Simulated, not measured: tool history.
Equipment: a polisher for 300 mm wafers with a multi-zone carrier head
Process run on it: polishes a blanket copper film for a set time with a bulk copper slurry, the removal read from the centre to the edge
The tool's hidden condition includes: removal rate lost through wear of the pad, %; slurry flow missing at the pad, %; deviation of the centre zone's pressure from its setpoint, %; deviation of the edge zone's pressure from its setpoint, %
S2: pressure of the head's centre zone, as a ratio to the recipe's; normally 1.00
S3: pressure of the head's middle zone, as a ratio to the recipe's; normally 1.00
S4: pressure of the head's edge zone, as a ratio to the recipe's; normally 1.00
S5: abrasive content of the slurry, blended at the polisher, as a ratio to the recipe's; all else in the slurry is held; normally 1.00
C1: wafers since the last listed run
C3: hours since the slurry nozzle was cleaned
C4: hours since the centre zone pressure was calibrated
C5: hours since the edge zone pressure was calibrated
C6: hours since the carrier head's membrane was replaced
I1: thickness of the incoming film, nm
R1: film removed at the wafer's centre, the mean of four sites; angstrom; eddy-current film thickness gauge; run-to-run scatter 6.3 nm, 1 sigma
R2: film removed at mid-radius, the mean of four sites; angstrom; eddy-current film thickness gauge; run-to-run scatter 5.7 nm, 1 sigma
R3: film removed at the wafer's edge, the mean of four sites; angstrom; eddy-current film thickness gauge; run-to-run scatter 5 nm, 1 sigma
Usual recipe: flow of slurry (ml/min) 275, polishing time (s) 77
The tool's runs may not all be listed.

{"run": 1, "hour": 0.0, "flow of slurry (ml/min)": 275, "S2": 1.0, "S3": 1.0, "S4": 1.0, "S5": 1.0, "polishing time (s)": 86, "C1": 0, "wafers polished on this pad": 2749, "C3": 197.0, "C4": 155.1, "C5": 690.0, "C6": 170.0, "I1": 4564.1, "R1": 9135, "R2": 9234, "R3": 9365}
{"run": 2, "hour": 66.5, "flow of slurry (ml/min)": 275, "S2": 1.0, "S3": 1.0, "S4": 1.0, "S5": 1.0, "polishing time (s)": 86, "C1": 581, "wafers polished on this pad": 3330, "C3": 263.5, "C4": 221.6, "C5": 756.5, "C6": 236.5, "I1": 4662.9, "R1": 9179, "R2": 9118, "R3": 9328}
{"hour": 129.9, "done": "worn pad replaced by a new one"}
{"run": 3, "hour": 157.7, "flow of slurry (ml/min)": 275, "S2": 1.0, "S3": 1.0, "S4": 1.0, "S5": 1.0, "polishing time (s)": 86, "C1": 762, "wafers polished on this pad": 243, "C3": 354.7, "C4": 312.8, "C5": 847.7, "C6": 327.7, "I1": 4558.6, "R1": 9195, "R2": 9388, "R3": 9352}
{"hour": 259.9, "done": "slurry nozzle cleaned"}
{"run": 4, "hour": 261.3, "flow of slurry (ml/min)": 275, "S2": 1.0, "S3": 1.0, "S4": 1.08, "S5": 1.0, "polishing time (s)": 77, "C1": 896, "wafers polished on this pad": 1140, "C3": 1.4, "C4": 416.4, "C5": 951.3, "C6": 431.3, "I1": 4586.9, "R1": 8132, "R2": 8317, "R3": 8683}
{"hour": 275.4, "done": "centre zone pressure recalibrated"}
{"run": 5, "hour": 358.9, "flow of slurry (ml/min)": 275, "S2": 1.0, "S3": 1.0, "S4": 1.0, "S5": 1.0, "polishing time (s)": 77, "C1": 835, "wafers polished on this pad": 1975, "C3": 99.0, "C4": 83.5, "C5": 1048.9, "C6": 528.9, "I1": 4567.8, "R1": 8097, "R2": 8419, "R3": 8372}
{"run": 6, "hour": 399.9, "flow of slurry (ml/min)": 360, "S2": 1.0, "S3": 1.0, "S4": 1.03, "S5": 1.0, "polishing time (s)": 62, "C1": 358, "wafers polished on this pad": 2333, "C3": 140.0, "C4": 124.5, "C5": 1089.9, "C6": 569.9, "I1": 4665.0, "R1": 6823, "R2": 6887, "R3": 6961}
{"run": 7, "hour": 456.7, "flow of slurry (ml/min)": 275, "S2": 1.0, "S3": 1.0, "S4": 1.0, "S5": 1.0, "polishing time (s)": 77, "C1": 496, "wafers polished on this pad": 2830, "C3": 196.8, "C4": 181.3, "C5": 1146.7, "C6": 626.7, "I1": 4539.9, "R1": 8217, "R2": 8312, "R3": 8374}
{"hour": 471.3, "done": "edge zone pressure recalibrated"}
{"run": 8, "hour": 545.8, "flow of slurry (ml/min)": 275, "S2": 1.0, "S3": 1.08, "S4": 1.0, "S5": 1.0, "polishing time (s)": 77, "C1": 761, "wafers polished on this pad": 3591, "C3": 285.9, "C4": 270.4, "C5": 74.5, "C6": 715.8, "I1": 4596.3, "R1": 8102, "R2": 8864, "R3": 8385}
{"hour": 633.1, "done": "worn pad replaced by a new one"}
{"run": 9, "hour": 637.6, "flow of slurry (ml/min)": 275, "S2": 1.0, "S3": 1.0, "S4": 1.0, "S5": 1.0, "polishing time (s)": 77, "C1": 767, "wafers polished on this pad": 39, "C3": 377.7, "C4": 362.2, "C5": 166.3, "C6": 807.6, "I1": 4541.9, "R1": 8172, "R2": 8320, "R3": 8387}
{"run": 10, "hour": 706.3, "flow of slurry (ml/min)": 275, "S2": 1.0, "S3": 0.94, "S4": 1.0, "S5": 1.0, "polishing time (s)": 77, "C1": 600, "wafers polished on this pad": 639, "C3": 446.4, "C4": 430.9, "C5": 235.0, "C6": 876.3, "I1": 4609.0, "R1": 8202, "R2": 7856, "R3": 8382}
{"hour": 726.8, "done": "slurry nozzle cleaned"}
{"run": 11, "hour": 783.5, "flow of slurry (ml/min)": 185, "S2": 1.0, "S3": 1.0, "S4": 1.1, "S5": 1.0, "polishing time (s)": 77, "C1": 665, "wafers polished on this pad": 1305, "C3": 56.7, "C4": 508.1, "C5": 312.2, "C6": 953.5, "I1": 4587.0, "R1": 7733, "R2": 7957, "R3": 8574}
{"hour": 813.9, "done": "centre zone pressure recalibrated"}
{"run": 12, "hour": 874.6, "flow of slurry (ml/min)": 275, "S2": 0.95, "S3": 1.0, "S4": 1.0, "S5": 1.0, "polishing time (s)": 77, "C1": 778, "wafers polished on this pad": 2084, "C3": 147.8, "C4": 60.7, "C5": 403.3, "C6": 1044.6, "I1": 4580.7, "R1": 7739, "R2": 8452, "R3": 8347}
{"run": 13, "hour": 978.0, "flow of slurry (ml/min)": 250, "S2": 1.0, "S3": 1.0, "S4": 0.9, "S5": 1.25, "polishing time (s)": 61, "C1": 903, "wafers polished on this pad": 2988, "C3": 251.2, "C4": 164.1, "C5": 506.7, "C6": 1148.0, "I1": 4544.9, "R1": 6785, "R2": 6891, "R3": 6643}
{"run": 14, "hour": 1057.6, "flow of slurry (ml/min)": 275, "S2": 1.05, "S3": 1.0, "S4": 1.0, "S5": 0.75, "polishing time (s)": 77, "C1": 695, "wafers polished on this pad": 3684, "C3": 330.8, "C4": 243.7, "C5": 586.3, "C6": 1227.6, "I1": 4596.5, "R1": 8099, "R2": 7677, "R3": 7822}
{"hour": 1089.2, "done": "carrier head's membrane replaced by a new one"}
{"run": 15, "hour": 1094.7, "flow of slurry (ml/min)": 275, "S2": 1.07, "S3": 1.0, "S4": 1.0, "S5": 0.9, "polishing time (s)": 92, "C1": 280, "wafers polished on this pad": 3964, "C3": 367.9, "C4": 280.8, "C5": 623.4, "C6": 5.5, "I1": 4644.5, "R1": 10067, "R2": 9621, "R3": 9722}
{"hour": 1156.3, "done": "worn pad replaced by a new one"}
{"run": 16, "hour": 1195.9, "flow of slurry (ml/min)": 275, "S2": 1.0, "S3": 1.0, "S4": 1.0, "S5": 1.0, "polishing time (s)": 77, "C1": 849, "wafers polished on this pad": 346, "C3": 469.1, "C4": 382.0, "C5": 724.6, "C6": 106.7, "I1": 4615.4, "R1": 8160, "R2": 8238, "R3": 8298}
{"run": 17, "hour": 1244.7, "flow of slurry (ml/min)": 275, "S2": 1.0, "S3": 1.0, "S4": 1.0, "S5": 1.0, "polishing time (s)": 77, "C1": 426, "wafers polished on this pad": 772, "C3": 517.9, "C4": 430.8, "C5": 773.4, "C6": 155.5, "I1": 4538.2, "R1": 8165, "R2": 8374, "R3": 8338}
{"hour": 1261.3, "done": "slurry nozzle cleaned"}
{"hour": 1339.1, "done": "centre zone pressure recalibrated"}
{"run": 18, "hour": 1343.6, "flow of slurry (ml/min)": 275, "S2": 1.0, "S3": 1.0, "S4": 0.92, "S5": 1.0, "polishing time (s)": 77, "C1": 838, "wafers polished on this pad": 1610, "C3": 82.3, "C4": 4.5, "C5": 872.3, "C6": 254.4, "I1": 4647.2, "R1": 8184, "R2": 8295, "R3": 8118}
{"run": 19, "hour": 1379.8, "flow of slurry (ml/min)": 235, "S2": 1.04, "S3": 0.92, "S4": 1.0, "S5": 1.0, "polishing time (s)": 77, "C1": 316, "wafers polished on this pad": 1927, "C3": 118.5, "C4": 40.7, "C5": 908.5, "C6": 290.6, "I1": 4615.4, "R1": 8239, "R2": 7592, "R3": 8315}
{"run": 20, "hour": 1460.3, "flow of slurry (ml/min)": 275, "S2": 1.0, "S3": 1.0, "S4": 1.06, "S5": 1.0, "polishing time (s)": 77, "C1": 703, "wafers polished on this pad": 2630, "C3": 199.0, "C4": 121.2, "C5": 989.0, "C6": 371.1, "I1": 4553.7, "R1": 8130, "R2": 8223, "R3": 8683}
{"run": 21, "hour": 1546.5, "flow of slurry (ml/min)": 275, "S2": 1.0, "S3": 1.0, "S4": 1.0, "S5": 1.0, "polishing time (s)": 77, "C1": 753, "wafers polished on this pad": 3384, "C3": 285.2, "C4": 207.4, "C5": 1075.2, "C6": 457.3, "I1": 4659.7, "R1": 8302, "R2": 8236, "R3": 8347}

Exercise: give the hidden state of the tool at every run:
removal rate lost through wear of the pad, %: 0 in every run
slurry flow missing at the pad, %: 0 in every run
deviation of the centre zone's pressure from its setpoint, %: 0 in every run
deviation of the edge zone's pressure from its setpoint, %: 0 in every run
